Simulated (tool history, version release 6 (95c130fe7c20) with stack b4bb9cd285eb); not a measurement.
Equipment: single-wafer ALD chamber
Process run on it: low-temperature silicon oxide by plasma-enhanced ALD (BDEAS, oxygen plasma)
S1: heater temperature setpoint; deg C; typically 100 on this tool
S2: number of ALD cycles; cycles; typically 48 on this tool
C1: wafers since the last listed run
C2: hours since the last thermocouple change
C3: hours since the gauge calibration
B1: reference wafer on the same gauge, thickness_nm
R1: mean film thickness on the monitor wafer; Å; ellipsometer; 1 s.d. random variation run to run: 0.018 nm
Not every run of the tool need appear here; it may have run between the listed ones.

Run 1, hour 0.0: usual settings; C1 0; C2 1936.3; C3 171.3; B1 7.131. Result: R1 72.41 Å.
Run 2, hour 55.7: usual settings; C1 235; C2 1992.0; C3 227.0; B1 7.140. Result: R1 72.39 Å.
Run 3, hour 107.3: usual settings; C1 218; C2 2043.6; C3 278.6; B1 7.140. Result: R1 72.57 Å.
Run 4, hour 170.3: usual settings; C1 266; C2 2106.6; C3 341.6; B1 7.140. Result: R1 72.58 Å.
Run 5, hour 242.1: usual settings; C1 303; C2 2178.4; C3 413.4; B1 7.138. Result: R1 72.70 Å.
Run 6, hour 274.5: usual settings but S2 52 cycles; C1 137; C2 2210.8; C3 445.8; B1 7.138. Result: R1 78.38 Å.
Run 7, hour 345.0: usual settings but S1 89 deg C; C1 298; C2 2281.3; C3 516.3; B1 7.142. Result: R1 74.91 Å.
Run 8, hour 409.5: usual settings; C1 272; C2 2345.8; C3 580.8; B1 7.140. Result: R1 72.40 Å.
Run 9, hour 460.6: usual settings; C1 216; C2 2396.9; C3 631.9; B1 7.129. Result: R1 72.06 Å.
Run 10, hour 510.0: usual settings but S1 111 deg C; C1 208; C2 2446.3; C3 681.3; B1 7.132. Result: R1 71.06 Å.
Run 11, hour 565.0: usual settings but S1 107 deg C, S2 45 cycles; C1 232; C2 2501.3; C3 736.3; B1 7.146. Result: R1 67.05 Å.
Run 12, hour 613.2: usual settings but S1 107 deg C, S2 56 cycles; C1 203; C2 2549.5; C3 784.5; B1 7.136. Result: R1 83.91 Å.
At hour 672.1: thermocouple changed; heater temperature recalibrated.
Run 13, hour 682.1: usual settings but S1 107 deg C, S2 45 cycles; C1 257; C2 10.0; C3 853.4; B1 7.149. Result: R1 67.18 Å.
Run 14, hour 719.7: usual settings but S1 95 deg C, S2 42 cycles; C1 159; C2 47.6; C3 891.0; B1 7.130. Result: R1 64.26 Å.
Run 15, hour 768.7: usual settings; C1 207; C2 96.6; C3 940.0; B1 7.141. Result: R1 72.57 Å.
At hour 836.6: gauge calibrated.
Run 16, hour 947.6: usual settings but S1 92 deg C, S2 56 cycles; C1 756; C2 275.5; C3 111.0; B1 7.132. Result: R1 86.88 Å.
Run 17, hour 971.8: usual settings but S1 111 deg C, S2 42 cycles; C1 102; C2 299.7; C3 135.2; B1 7.138. Result: R1 62.31 Å.
Run 18, hour 1016.4: usual settings; C1 188; C2 344.3; C3 179.8; B1 7.141. Result: R1 72.09 Å.
Run 19, hour 1080.5: usual settings; C1 271; C2 408.4; C3 243.9; B1 7.141. Result: R1 72.65 Å.
Run 20, hour 1150.1: usual settings but S2 54 cycles; C1 294; C2 478.0; C3 313.5; B1 7.134. Result: R1 81.71 Å.
Run 21, hour 1208.6: usual settings but S1 105 deg C, S2 40 cycles; C1 247; C2 536.5; C3 372.0; B1 7.139. Result: R1 60.14 Å.

State the hidden condition of the tool at each of the runs:
wafer temperature above the value expected at the setpoint (K): 0 in every run
gauge reads high (%): 0 in every run
